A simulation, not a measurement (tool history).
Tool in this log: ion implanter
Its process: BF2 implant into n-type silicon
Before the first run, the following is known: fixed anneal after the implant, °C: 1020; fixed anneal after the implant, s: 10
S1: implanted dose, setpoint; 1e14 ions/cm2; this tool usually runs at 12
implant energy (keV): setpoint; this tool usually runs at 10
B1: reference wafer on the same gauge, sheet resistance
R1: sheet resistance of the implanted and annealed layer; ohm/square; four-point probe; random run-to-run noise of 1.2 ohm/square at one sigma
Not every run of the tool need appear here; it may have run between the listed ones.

{"run": 1, "hour": 0.0, "S1": 12, "implant energy (keV)": 10, "B1": 308.12, "R1": 263.49}
{"run": 2, "hour": 22.3, "S1": 12, "implant energy (keV)": 10, "B1": 307.97, "R1": 260.25}
{"run": 3, "hour": 51.6, "S1": 12, "implant energy (keV)": 10, "B1": 308.07, "R1": 260.68}
{"run": 4, "hour": 69.9, "S1": 12, "implant energy (keV)": 10, "B1": 307.89, "R1": 259.87}
{"run": 5, "hour": 84.5, "S1": 9.26, "implant energy (keV)": 10, "B1": 307.78, "R1": 275.35}
{"run": 6, "hour": 110.4, "S1": 9.26, "implant energy (keV)": 10, "B1": 307.9, "R1": 277.76}
{"run": 7, "hour": 143.5, "S1": 9.26, "implant energy (keV)": 10, "B1": 307.85, "R1": 277.37}
{"run": 8, "hour": 175.7, "S1": 12, "implant energy (keV)": 10, "B1": 308.19, "R1": 261.48}
{"run": 9, "hour": 194.2, "S1": 12, "implant energy (keV)": 10, "B1": 307.88, "R1": 260.92}
{"run": 10, "hour": 229.8, "S1": 12, "implant energy (keV)": 10, "B1": 308.02, "R1": 258.56}
{"run": 11, "hour": 256.1, "S1": 12, "implant energy (keV)": 10, "B1": 307.95, "R1": 260.62}
{"hour": 276.4, "done": "extraction supply calibrated"}
{"run": 12, "hour": 276.9, "S1": 9.91, "implant energy (keV)": 10, "B1": 307.92, "R1": 272.3}
{"run": 13, "hour": 288.6, "S1": 10.44, "implant energy (keV)": 7.5, "B1": 308.11, "R1": 294.41}
{"hour": 299.5, "done": "Faraday cup replaced and dose calibrated"}
{"run": 14, "hour": 311.2, "S1": 10.45, "implant energy (keV)": 13, "B1": 308.13, "R1": 245.44}
{"run": 15, "hour": 324.7, "S1": 12, "implant energy (keV)": 6.5, "B1": 308.1, "R1": 298.67}
{"run": 16, "hour": 401.1, "S1": 14.78, "implant energy (keV)": 11, "B1": 308.09, "R1": 242.53}
{"run": 17, "hour": 413.2, "S1": 12, "implant energy (keV)": 10, "B1": 308.18, "R1": 261.38}
{"hour": 424.2, "done": "gauge calibrated"}
{"run": 18, "hour": 432.2, "S1": 13.79, "implant energy (keV)": 8, "B1": 308.1, "R1": 273.05}
{"run": 19, "hour": 465.5, "S1": 10.43, "implant energy (keV)": 10, "B1": 308.2, "R1": 268.79}
{"run": 20, "hour": 491.3, "S1": 12, "implant energy (keV)": 10, "B1": 308.08, "R1": 261.8}

Run 21 is up next; what results do you expect?
{"run": 21, "hour": 526.4, "S1": 14.49, "implant energy (keV)": 8.5, "B1": "?", "R1": "?"}

Run 21 measured B1 307.94, R1 266.67 ohm/square.
On a tool with no hidden condition, and with the same random variation, this run would have come out at R1 266.67 ohm/square.
